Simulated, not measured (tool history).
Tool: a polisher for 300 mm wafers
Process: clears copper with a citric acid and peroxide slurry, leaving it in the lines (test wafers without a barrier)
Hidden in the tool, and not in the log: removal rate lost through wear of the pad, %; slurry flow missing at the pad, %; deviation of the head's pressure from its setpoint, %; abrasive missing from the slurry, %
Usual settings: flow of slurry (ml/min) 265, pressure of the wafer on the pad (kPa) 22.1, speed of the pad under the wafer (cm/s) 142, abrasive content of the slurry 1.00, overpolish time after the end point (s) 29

run	hour	flow of slurry (ml/min)	pressure of the wafer on the pad (kPa)	speed of the pad under the wafer (cm/s)	abrasive content of the slurry	overpolish time after the end point (s)	wafers since the last listed run	wafers polished on this pad	hours since the slurry nozzle was cleaned	hours since the head pressure was calibrated	hours since the slurry blender was calibrated	incoming thickness of the incoming film, nm	time until the end point was called (s)	dishing of a wide line in a test structure (nm)
1	0.0	265	26.2	142	1.00	29	0	57	94.5	623.3	217.8	565.4	175.8	63.7
2	10.7	265	26.2	142	1.00	29	64	121	105.2	634.0	228.5	576.3	182.1	63.3
3	19.7	265	22.1	142	1.00	29	53	175	114.2	643.0	237.5	562.1	206.0	54.8
4	32.1	265	22.1	142	1.00	29	74	250	126.6	655.4	249.9	563.5	210.9	51.9
5	47.3	265	22.1	142	1.00	29	91	341	141.8	670.6	265.1	563.2	216.5	54.1
6	63.7	265	19.3	142	1.00	29	98	439	158.2	687.0	281.5	566.4	239.1	48.6
7	69.8	265	19.3	142	1.00	29	36	476	164.3	693.1	287.6	564.7	245.7	49.3
8	84.3	265	22.1	142	1.20	29	86	563	178.8	707.6	302.1	566.3	213.0	52.6
# hour 88.6: slurry nozzle cleaned
9	101.8	265	22.1	142	1.20	29	98	662	13.2	725.1	319.6	558.5	218.6	53.0
10	111.3	265	22.1	142	1.00	42	56	719	22.7	734.6	329.1	570.0	225.6	67.4
11	123.5	265	17.2	142	1.20	29	73	792	34.9	746.8	341.3	569.9	264.9	45.9
12	131.0	180	22.1	142	1.00	33	44	837	42.4	754.3	348.8	568.1	235.1	56.5
# hour 136.1: head pressure recalibrated
# hour 138.0: worn pad replaced by a new one
13	148.4	225	16.5	142	0.85	29	80	62	59.8	12.3	366.2	568.0	264.8	44.5
14	156.6	265	22.1	142	1.00	29	49	111	68.0	20.5	374.4	563.9	209.8	56.0
15	166.4	265	22.1	142	1.00	29	58	170	77.8	30.3	384.2	569.8	217.0	54.4
# hour 170.2: slurry blender recalibrated
16	178.6	225	22.1	184	1.15	29	61	231	90.0	42.5	8.4	563.4	149.6	71.0
17	192.7	225	22.1	142	1.00	29	84	315	104.1	56.6	22.5	576.7	210.7	54.5
18	231.5	265	24.8	142	1.10	29	232	548	142.9	95.4	61.3	562.4	188.2	60.8

Forecast each of these 4 alternatives for the next run:
A	232.0	265	22.1	142	1.00	15	2	551	143.4	95.9	61.8	556.8	?	?
B	232.0	190	22.1	112	1.00	40	2	551	143.4	95.9	61.8	556.8	?	?
C	232.0	265	19.3	142	1.15	29	2	551	143.4	95.9	61.8	556.8	?	?
D	232.0	265	22.1	142	0.75	35	2	551	143.4	95.9	61.8	556.8	?	?

run	time until the end point was called (s)	dishing of a wide line in a test structure (nm)
A	204.3	31.0
B	264.6	57.9
C	216.2	52.2
D	219.3	60.5
Without the tool's hidden state the same runs would have given:
run	time until the end point was called (s)	dishing of a wide line in a test structure (nm)
A	176.7	35.4
B	228.9	65.0
C	186.9	58.7
D	189.9	67.7

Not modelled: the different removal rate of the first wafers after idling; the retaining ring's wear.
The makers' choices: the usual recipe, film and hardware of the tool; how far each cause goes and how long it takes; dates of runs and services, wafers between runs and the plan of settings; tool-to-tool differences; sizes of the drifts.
